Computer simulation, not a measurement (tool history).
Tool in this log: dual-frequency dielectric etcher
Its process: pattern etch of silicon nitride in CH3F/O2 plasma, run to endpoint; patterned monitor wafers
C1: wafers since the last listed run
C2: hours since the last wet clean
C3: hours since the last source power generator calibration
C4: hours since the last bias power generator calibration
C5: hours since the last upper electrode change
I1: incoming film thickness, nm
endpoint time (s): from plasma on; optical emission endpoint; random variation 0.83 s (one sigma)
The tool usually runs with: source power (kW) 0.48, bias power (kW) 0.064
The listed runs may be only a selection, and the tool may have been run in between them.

{"run": 1, "day": 0.0, "source power (kW)": 0.48, "bias power (kW)": 0.064, "C1": 0, "C2": 140.4, "C3": 2369.9, "C4": 4350.2, "C5": 3626.4, "I1": 105.1, "endpoint time (s)": 109}
{"run": 2, "day": 0.608, "source power (kW)": 0.48, "bias power (kW)": 0.064, "C1": 117, "C2": 155, "C3": 2384.5, "C4": 4364.8, "C5": 3641, "I1": 104.5, "endpoint time (s)": 108.3}
{"run": 3, "day": 0.929, "source power (kW)": 0.48, "bias power (kW)": 0.071, "C1": 61, "C2": 162.7, "C3": 2392.2, "C4": 4372.5, "C5": 3648.7, "I1": 103.7, "endpoint time (s)": 102.7}
{"run": 4, "day": 1.379, "source power (kW)": 0.48, "bias power (kW)": 0.064, "C1": 86, "C2": 173.5, "C3": 2403, "C4": 4383.3, "C5": 3659.5, "I1": 104.3, "endpoint time (s)": 107.7}
{"run": 5, "day": 2.688, "source power (kW)": 0.48, "bias power (kW)": 0.064, "C1": 252, "C2": 204.9, "C3": 2434.4, "C4": 4414.7, "C5": 3690.9, "I1": 104.4, "endpoint time (s)": 107.4}
{"run": 6, "day": 3.375, "source power (kW)": 0.48, "bias power (kW)": 0.064, "C1": 132, "C2": 221.4, "C3": 2450.9, "C4": 4431.2, "C5": 3707.4, "I1": 104.4, "endpoint time (s)": 106.9}
{"run": 7, "day": 3.933, "source power (kW)": 0.51, "bias power (kW)": 0.052, "C1": 107, "C2": 234.8, "C3": 2464.3, "C4": 4444.6, "C5": 3720.8, "I1": 104, "endpoint time (s)": 110.3}
{"run": 8, "day": 4.258, "source power (kW)": 0.51, "bias power (kW)": 0.052, "C1": 62, "C2": 242.6, "C3": 2472.1, "C4": 4452.4, "C5": 3728.6, "I1": 104.9, "endpoint time (s)": 110.7}
{"run": 9, "day": 4.746, "source power (kW)": 0.51, "bias power (kW)": 0.052, "C1": 93, "C2": 254.3, "C3": 2483.8, "C4": 4464.1, "C5": 3740.3, "I1": 104.7, "endpoint time (s)": 111.1}
{"run": 10, "day": 5.375, "source power (kW)": 0.44, "bias power (kW)": 0.064, "C1": 121, "C2": 269.4, "C3": 2498.9, "C4": 4479.2, "C5": 3755.4, "I1": 104.3, "endpoint time (s)": 112.1}
{"run": 11, "day": 7.567, "source power (kW)": 0.44, "bias power (kW)": 0.064, "C1": 422, "C2": 322, "C3": 2551.5, "C4": 4531.8, "C5": 3808, "I1": 104.8, "endpoint time (s)": 112.5}
{"run": 12, "day": 8.254, "source power (kW)": 0.44, "bias power (kW)": 0.064, "C1": 132, "C2": 338.5, "C3": 2568, "C4": 4548.3, "C5": 3824.5, "I1": 103.7, "endpoint time (s)": 108.8}
{"run": 13, "day": 8.712, "source power (kW)": 0.48, "bias power (kW)": 0.064, "C1": 88, "C2": 349.5, "C3": 2579, "C4": 4559.3, "C5": 3835.5, "I1": 104.8, "endpoint time (s)": 105.8}
{"day": 9.738, "done": "upper electrode replaced"}
{"run": 14, "day": 9.758, "source power (kW)": 0.48, "bias power (kW)": 0.064, "C1": 8, "C2": 374.6, "C3": 2604.1, "C4": 4584.4, "C5": 0.5, "I1": 104.3, "endpoint time (s)": 106.1}
{"run": 15, "day": 9.775, "source power (kW)": 0.53, "bias power (kW)": 0.07, "C1": 3, "C2": 375, "C3": 2604.5, "C4": 4584.8, "C5": 0.9, "I1": 103.9, "endpoint time (s)": 96.3}
{"run": 16, "day": 10.342, "source power (kW)": 0.48, "bias power (kW)": 0.076, "C1": 109, "C2": 388.6, "C3": 2618.1, "C4": 4598.4, "C5": 14.5, "I1": 104.7, "endpoint time (s)": 98.5}
{"run": 17, "day": 10.979, "source power (kW)": 0.52, "bias power (kW)": 0.05, "C1": 122, "C2": 403.9, "C3": 2633.4, "C4": 4613.7, "C5": 29.8, "I1": 105.1, "endpoint time (s)": 111.6}
{"run": 18, "day": 11.621, "source power (kW)": 0.48, "bias power (kW)": 0.064, "C1": 123, "C2": 419.3, "C3": 2648.8, "C4": 4629.1, "C5": 45.2, "I1": 103.9, "endpoint time (s)": 104.9}
{"day": 13.333, "done": "source power generator calibrated"}
{"run": 19, "day": 13.496, "source power (kW)": 0.48, "bias power (kW)": 0.064, "C1": 329, "C2": 464.3, "C3": 3.9, "C4": 4674.1, "C5": 90.2, "I1": 104.9, "endpoint time (s)": 105.1}
{"run": 20, "day": 14.238, "source power (kW)": 0.52, "bias power (kW)": 0.064, "C1": 142, "C2": 482.1, "C3": 21.7, "C4": 4691.9, "C5": 108, "I1": 104.4, "endpoint time (s)": 101}
{"day": 14.975, "done": "bias power generator calibrated"}
{"run": 21, "day": 14.996, "source power (kW)": 0.41, "bias power (kW)": 0.051, "C1": 113, "C2": 500.3, "C3": 39.9, "C4": 0.5, "C5": 126.2, "I1": 105.2, "endpoint time (s)": 126.4}
{"day": 16.762, "done": "wet clean of the chamber"}
{"run": 22, "day": 16.783, "source power (kW)": 0.58, "bias power (kW)": 0.054, "C1": 151, "C2": 0.5, "C3": 82.8, "C4": 43.4, "C5": 169.1, "I1": 104.5, "endpoint time (s)": 105.5}
{"run": 23, "day": 17.4, "source power (kW)": 0.43, "bias power (kW)": 0.064, "C1": 118, "C2": 15.3, "C3": 97.6, "C4": 58.2, "C5": 183.9, "I1": 103.2, "endpoint time (s)": 115.2}
{"run": 24, "day": 17.688, "source power (kW)": 0.48, "bias power (kW)": 0.053, "C1": 55, "C2": 22.2, "C3": 104.5, "C4": 65.1, "C5": 190.8, "I1": 104, "endpoint time (s)": 116.5}
{"run": 25, "day": 18.121, "source power (kW)": 0.38, "bias power (kW)": 0.074, "C1": 83, "C2": 32.6, "C3": 114.9, "C4": 75.5, "C5": 201.2, "I1": 105.5, "endpoint time (s)": 118.4}
{"run": 26, "day": 18.375, "source power (kW)": 0.48, "bias power (kW)": 0.057, "C1": 48, "C2": 38.7, "C3": 121, "C4": 81.6, "C5": 207.3, "I1": 103.6, "endpoint time (s)": 113}
{"run": 27, "day": 19.008, "source power (kW)": 0.42, "bias power (kW)": 0.058, "C1": 121, "C2": 53.9, "C3": 136.2, "C4": 96.8, "C5": 222.5, "I1": 104.9, "endpoint time (s)": 121.5}
{"run": 28, "day": 19.438, "source power (kW)": 0.48, "bias power (kW)": 0.064, "C1": 82, "C2": 64.2, "C3": 146.5, "C4": 107.1, "C5": 232.8, "I1": 104.6, "endpoint time (s)": 108.9}
{"run": 29, "day": 19.771, "source power (kW)": 0.41, "bias power (kW)": 0.058, "C1": 64, "C2": 72.2, "C3": 154.5, "C4": 115.1, "C5": 240.8, "I1": 103.6, "endpoint time (s)": 121.5}
{"run": 30, "day": 20.438, "source power (kW)": 0.52, "bias power (kW)": 0.075, "C1": 128, "C2": 88.2, "C3": 170.5, "C4": 131.1, "C5": 256.8, "I1": 106, "endpoint time (s)": 102}
{"run": 31, "day": 20.704, "source power (kW)": 0.57, "bias power (kW)": 0.054, "C1": 51, "C2": 94.6, "C3": 176.9, "C4": 137.5, "C5": 263.2, "I1": 105.4, "endpoint time (s)": 106.1}
{"run": 32, "day": 21.254, "source power (kW)": 0.54, "bias power (kW)": 0.053, "C1": 105, "C2": 107.8, "C3": 190.1, "C4": 150.7, "C5": 276.4, "I1": 104.4, "endpoint time (s)": 110.3}
{"run": 33, "day": 21.662, "source power (kW)": 0.48, "bias power (kW)": 0.07, "C1": 78, "C2": 117.6, "C3": 199.9, "C4": 160.5, "C5": 286.2, "I1": 104.5, "endpoint time (s)": 104.9}
{"run": 34, "day": 22.392, "source power (kW)": 0.51, "bias power (kW)": 0.051, "C1": 140, "C2": 135.1, "C3": 217.4, "C4": 178, "C5": 303.7, "I1": 104.8, "endpoint time (s)": 114.1}

Alternative continuations, all from the tool just after run 34; predict every row:
{"run": "A", "day": 22.412, "source power (kW)": 0.48, "bias power (kW)": 0.064, "C1": 4, "C2": 135.6, "C3": 217.9, "C4": 178.5, "C5": 304.2, "I1": 104.6, "endpoint time (s)": "?"}
{"run": "B", "day": 22.412, "source power (kW)": 0.53, "bias power (kW)": 0.074, "C1": 4, "C2": 135.6, "C3": 217.9, "C4": 178.5, "C5": 304.2, "I1": 104.6, "endpoint time (s)": "?"}
{"run": "C", "day": 22.412, "source power (kW)": 0.53, "bias power (kW)": 0.052, "C1": 4, "C2": 135.6, "C3": 217.9, "C4": 178.5, "C5": 304.2, "I1": 104.6, "endpoint time (s)": "?"}
{"run": "D", "day": 22.412, "source power (kW)": 0.59, "bias power (kW)": 0.07, "C1": 4, "C2": 135.6, "C3": 217.9, "C4": 178.5, "C5": 304.2, "I1": 104.6, "endpoint time (s)": "?"}
{"run": "E", "day": 22.412, "source power (kW)": 0.37, "bias power (kW)": 0.058, "C1": 4, "C2": 135.6, "C3": 217.9, "C4": 178.5, "C5": 304.2, "I1": 104.6, "endpoint time (s)": "?"}

run=A endpoint_time_(s)=109.4
run=B endpoint_time_(s)=98.7
run=C endpoint_time_(s)=111.5
run=D endpoint_time_(s)=95.3
run=E endpoint_time_(s)=131.4
Without the tool's hidden state the same runs would have given:
run=A endpoint_time_(s)=110.8
run=B endpoint_time_(s)=99.9
run=C endpoint_time_(s)=112.9
run=D endpoint_time_(s)=96.5
run=E endpoint_time_(s)=133.1

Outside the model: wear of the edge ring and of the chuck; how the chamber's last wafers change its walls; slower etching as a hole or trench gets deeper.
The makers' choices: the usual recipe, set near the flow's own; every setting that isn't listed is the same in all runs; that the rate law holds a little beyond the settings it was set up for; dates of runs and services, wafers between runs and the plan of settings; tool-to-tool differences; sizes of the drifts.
